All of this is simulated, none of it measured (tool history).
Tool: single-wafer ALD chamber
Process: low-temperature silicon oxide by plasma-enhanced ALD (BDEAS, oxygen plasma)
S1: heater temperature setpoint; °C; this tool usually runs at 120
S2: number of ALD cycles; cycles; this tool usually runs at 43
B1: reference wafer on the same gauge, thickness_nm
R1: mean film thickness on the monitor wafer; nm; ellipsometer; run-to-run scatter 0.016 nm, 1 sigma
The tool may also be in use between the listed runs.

run	hour	S1	S2	B1	R1
1	0.0	120	43	5.243	6.344
2	41.5	131	43	5.235	6.232
3	103.5	131	43	5.240	6.223
4	146.9	131	43	5.236	6.217
5	202.7	120	43	5.236	6.345
6	256.9	120	43	5.236	6.344
7	286.2	120	43	5.237	6.351
8	339.2	120	43	5.239	6.339
9	405.9	120	43	5.233	6.363
10	450.8	120	43	5.240	6.377
11	503.6	120	43	5.241	6.342
12	554.6	120	43	5.238	6.383
13	600.6	120	43	5.242	6.361
14	635.8	120	43	5.239	6.370
15	687.0	120	43	5.239	6.350
# hour 721.3: thermocouple changed; heater temperature recalibrated
16	736.8	120	43	5.239	6.318
17	790.4	120	43	5.244	6.302
18	854.6	120	47	5.237	6.906
19	883.1	120	47	5.242	6.891
20	951.7	128	50	5.233	7.271
21	999.5	120	43	5.240	6.331
# hour 1038.6: gauge calibrated
22	1048.7	132	47	5.235	6.784
23	1118.2	126	38	5.238	5.547
24	1188.9	108	37	5.243	5.575
25	1254.1	120	46	5.242	6.742
26	1279.0	106	39	5.236	5.856
27	1340.8	127	47	5.244	6.893
28	1369.9	120	43	5.243	6.352
29	1430.4	129	35	5.244	5.083
30	1482.3	109	35	5.244	5.273
31	1512.6	120	50	5.240	7.380
32	1540.2	134	40	5.237	5.770
33	1578.7	112	47	5.239	7.023
34	1633.4	120	43	5.240	6.342
35	1710.9	120	43	5.241	6.370
36	1750.1	120	43	5.243	6.377
37	1796.2	124	43	5.235	6.344
38	1859.5	130	39	5.236	5.658
39	1926.1	114	41	5.241	6.134

Forecast each of these 3 alternatives for the next run:
A	1926.6	120	36	?	?
B	1926.6	106	50	?	?
C	1926.6	112	38	?	?

run	B1	R1
A	5.240	5.320
B	5.240	7.558
C	5.240	5.689
Without the tool's unlogged condition, the same runs would have read:
run	R1
A	5.284
B	7.508
C	5.651
